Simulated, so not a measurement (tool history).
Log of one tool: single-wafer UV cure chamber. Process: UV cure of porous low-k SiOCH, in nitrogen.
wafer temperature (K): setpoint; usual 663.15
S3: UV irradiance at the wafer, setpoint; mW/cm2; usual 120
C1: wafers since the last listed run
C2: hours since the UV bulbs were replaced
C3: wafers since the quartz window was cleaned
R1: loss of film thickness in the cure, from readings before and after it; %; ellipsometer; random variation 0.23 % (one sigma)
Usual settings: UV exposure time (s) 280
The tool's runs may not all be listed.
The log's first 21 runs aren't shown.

run 22 hour=1194.8 | wafer_temperature_(K)=663.15 UV_exposure_time_(s)=355 S3=134 | C1=677 C2=1986.3 C3=1859 | R1=17.335
-- hour=1211.7 UV bulbs replaced
run 23 hour=1253.5 | wafer_temperature_(K)=663.15 UV_exposure_time_(s)=165 S3=85 | C1=727 C2=41.8 C3=2587 | R1=13.034
run 24 hour=1286.1 | wafer_temperature_(K)=663.15 UV_exposure_time_(s)=175 S3=120 | C1=467 C2=74.4 C3=3055 | R1=14.994
run 25 hour=1340.4 | wafer_temperature_(K)=663.15 UV_exposure_time_(s)=280 S3=120 | C1=779 C2=128.7 C3=3834 | R1=17.640
run 26 hour=1386.7 | wafer_temperature_(K)=649.15 UV_exposure_time_(s)=280 S3=120 | C1=664 C2=175.0 C3=4498 | R1=17.178
run 27 hour=1454.8 | wafer_temperature_(K)=663.15 UV_exposure_time_(s)=280 S3=120 | C1=977 C2=243.1 C3=5476 | R1=17.449
run 28 hour=1484.8 | wafer_temperature_(K)=663.15 UV_exposure_time_(s)=280 S3=86 | C1=430 C2=273.1 C3=5906 | R1=15.365
-- hour=1506.5 quartz window cleaned
run 29 hour=1541.8 | wafer_temperature_(K)=663.15 UV_exposure_time_(s)=280 S3=120 | C1=703 C2=330.1 C3=506 | R1=17.225
run 30 hour=1609.8 | wafer_temperature_(K)=663.15 UV_exposure_time_(s)=280 S3=142 | C1=975 C2=398.1 C3=1482 | R1=18.439
run 31 hour=1662.7 | wafer_temperature_(K)=647.15 UV_exposure_time_(s)=280 S3=120 | C1=759 C2=451.0 C3=2241 | R1=16.651
run 32 hour=1709.1 | wafer_temperature_(K)=663.15 UV_exposure_time_(s)=185 S3=120 | C1=665 C2=497.4 C3=2907 | R1=14.727
run 33 hour=1749.1 | wafer_temperature_(K)=663.15 UV_exposure_time_(s)=385 S3=120 | C1=574 C2=537.4 C3=3481 | R1=19.258
run 34 hour=1787.7 | wafer_temperature_(K)=663.15 UV_exposure_time_(s)=280 S3=120 | C1=554 C2=576.0 C3=4035 | R1=17.297
-- hour=1923.3 quartz window cleaned
run 35 hour=1965.8 | wafer_temperature_(K)=663.15 UV_exposure_time_(s)=280 S3=120 | C1=2441 C2=754.1 C3=609 | R1=17.233
run 36 hour=2009.4 | wafer_temperature_(K)=663.15 UV_exposure_time_(s)=330 S3=120 | C1=625 C2=797.7 C3=1235 | R1=17.835
run 37 hour=2053.4 | wafer_temperature_(K)=650.15 UV_exposure_time_(s)=235 S3=136 | C1=631 C2=841.7 C3=1867 | R1=15.849
run 38 hour=2106.4 | wafer_temperature_(K)=649.15 UV_exposure_time_(s)=140 S3=83 | C1=760 C2=894.7 C3=2627 | R1=10.732
run 39 hour=2149.1 | wafer_temperature_(K)=663.15 UV_exposure_time_(s)=230 S3=120 | C1=612 C2=937.4 C3=3240 | R1=15.592
run 40 hour=2173.9 | wafer_temperature_(K)=663.15 UV_exposure_time_(s)=280 S3=120 | C1=355 C2=962.2 C3=3596 | R1=16.662
run 41 hour=2204.0 | wafer_temperature_(K)=663.15 UV_exposure_time_(s)=150 S3=97 | C1=432 C2=992.3 C3=4028 | R1=11.750
run 42 hour=2261.8 | wafer_temperature_(K)=663.15 UV_exposure_time_(s)=280 S3=91 | C1=829 C2=1050.1 C3=4858 | R1=15.066
run 43 hour=2314.0 | wafer_temperature_(K)=649.15 UV_exposure_time_(s)=140 S3=83 | C1=749 C2=1102.3 C3=5607 | R1=10.499
run 44 hour=2377.5 | wafer_temperature_(K)=650.15 UV_exposure_time_(s)=155 S3=120 | C1=911 C2=1165.8 C3=6518 | R1=12.990
run 45 hour=2447.3 | wafer_temperature_(K)=674.15 UV_exposure_time_(s)=160 S3=139 | C1=1001 C2=1235.6 C3=7520 | R1=14.840

Forecast each of these 3 alternatives for the next run:
run A hour=2447.7 | wafer_temperature_(K)=663.15 UV_exposure_time_(s)=280 S3=120 | C1=5 C2=1236.0 C3=7526 | R1=?
run B hour=2447.7 | wafer_temperature_(K)=663.15 UV_exposure_time_(s)=125 S3=120 | C1=5 C2=1236.0 C3=7526 | R1=?
run C hour=2447.7 | wafer_temperature_(K)=680.15 UV_exposure_time_(s)=135 S3=133 | C1=5 C2=1236.0 C3=7526 | R1=?

run=A R1=16.516
run=B R1=12.037
run=C R1=13.364
Without the tool's hidden state the same runs would have given:
run=A R1=18.048
run=B R1=13.461
run=C R1=14.821
